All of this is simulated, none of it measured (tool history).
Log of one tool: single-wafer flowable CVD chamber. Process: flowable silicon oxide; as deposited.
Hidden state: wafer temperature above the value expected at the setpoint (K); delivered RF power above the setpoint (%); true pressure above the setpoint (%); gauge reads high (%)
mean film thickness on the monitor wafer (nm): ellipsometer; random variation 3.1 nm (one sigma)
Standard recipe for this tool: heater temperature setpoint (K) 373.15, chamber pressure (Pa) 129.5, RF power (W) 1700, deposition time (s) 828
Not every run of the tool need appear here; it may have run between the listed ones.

run	hour	heater temperature setpoint (K)	chamber pressure (Pa)	RF power (W)	deposition time (s)	wafers since the last listed run	hours since the last thermocouple change	hours since the last RF generator calibration	hours since the last manometer calibration	hours since the showerhead was replaced	hours since the gauge calibration	read-back reference wafer on the same gauge, thickness_nm	mean film thickness on the monitor wafer (nm)
1	0.0	373.15	129.5	1700	828	0	2676.3	773.1	2307.3	4656.1	473.6	668.158	564.611
2	46.7	373.15	129.5	1700	828	103	2723.0	819.8	2354.0	4702.8	520.3	667.901	559.378
3	104.8	373.15	129.5	1700	828	129	2781.1	877.9	2412.1	4760.9	578.4	667.724	561.272
4	153.1	373.15	145.1	1700	828	107	2829.4	926.2	2460.4	4809.2	626.7	667.615	619.657
5	203.8	373.15	145.1	1700	828	112	2880.1	976.9	2511.1	4859.9	677.4	667.574	616.315
# hour 217.8: thermocouple changed; heater temperature recalibrated
6	257.4	373.15	145.1	1700	828	101	39.6	1030.5	2564.7	4913.5	731.0	667.720	667.956
7	288.9	373.15	129.5	1700	828	69	71.1	1062.0	2596.2	4945.0	762.5	667.770	608.052
# hour 303.8: showerhead replaced, of another model than before
8	330.5	373.15	129.5	1700	828	74	112.7	1103.6	2637.8	26.7	804.1	667.090	603.327
# hour 352.6: capacitance manometer re-zeroed and calibrated
9	386.2	373.15	129.5	1700	828	105	168.4	1159.3	33.6	82.4	859.8	668.423	603.925
# hour 436.0: gauge calibrated
10	456.3	373.15	129.5	1955	828	155	238.5	1229.4	103.7	152.5	20.3	668.512	630.885
11	491.3	373.15	129.5	1955	828	77	273.5	1264.4	138.7	187.5	55.3	668.543	625.276
12	546.4	373.15	129.5	1700	828	122	328.6	1319.5	193.8	242.6	110.4	668.096	598.188
13	579.8	364.15	118.5	1700	828	74	362.0	1352.9	227.2	276.0	143.8	668.180	792.074
14	634.2	360.15	97.3	1585	962	120	416.4	1407.3	281.6	330.4	198.2	667.914	914.753
15	694.0	362.15	153.5	1700	828	132	476.2	1467.1	341.4	390.2	258.0	668.224	988.579
16	721.6	373.15	129.5	1700	828	61	503.8	1494.7	369.0	417.8	285.6	667.660	587.230
17	746.0	386.15	129.5	1530	828	54	528.2	1519.1	393.4	442.2	310.0	667.674	346.785
# hour 764.7: RF generator calibrated
18	800.3	364.15	129.5	1700	828	102	582.5	35.6	447.7	496.5	364.3	667.430	823.592
19	851.1	373.15	129.5	1700	828	112	633.3	86.4	498.5	547.3	415.1	668.490	580.556
20	905.0	373.15	129.5	1700	828	119	687.2	140.3	552.4	601.2	469.0	668.345	585.758
21	941.1	373.15	129.5	1950	828	80	723.3	176.4	588.5	637.3	505.1	668.146	610.343
22	970.3	373.15	129.5	1700	720	64	752.5	205.6	617.7	666.5	534.3	668.012	510.373
23	1011.0	365.15	129.5	1400	828	90	793.2	246.3	658.4	707.2	575.0	668.653	715.074
24	1079.2	381.15	129.5	1700	828	151	861.4	314.5	726.6	775.4	643.2	668.274	430.284
25	1120.1	373.15	129.5	1700	699	90	902.3	355.4	767.5	816.3	684.1	667.878	489.509
26	1155.6	381.15	129.5	1810	828	78	937.8	390.9	803.0	851.8	719.6	668.735	436.074
27	1209.0	373.15	98.9	2040	922	118	991.2	444.3	856.4	905.2	773.0	667.389	590.115

5 ways to go on from here, each from the tool as it stands after run 27. What would each give?
A	1209.6	373.15	129.5	1700	828	1	991.8	444.9	857.0	905.8	773.6	?	?
B	1209.6	373.15	153.9	1700	828	1	991.8	444.9	857.0	905.8	773.6	?	?
C	1209.6	373.15	129.5	1380	974	1	991.8	444.9	857.0	905.8	773.6	?	?
D	1209.6	373.15	129.5	1545	828	1	991.8	444.9	857.0	905.8	773.6	?	?
E	1209.6	373.15	129.5	1470	942	1	991.8	444.9	857.0	905.8	773.6	?	?

run	read-back reference wafer on the same gauge, thickness_nm	mean film thickness on the monitor wafer (nm)
A	668.051	578.029
B	668.051	640.865
C	668.051	610.757
D	668.051	553.903
E	668.051	613.104
With no hidden state in the tool, these same runs would have given:
run	mean film thickness on the monitor wafer (nm)
A	615.350
B	682.243
C	650.191
D	589.667
E	652.690
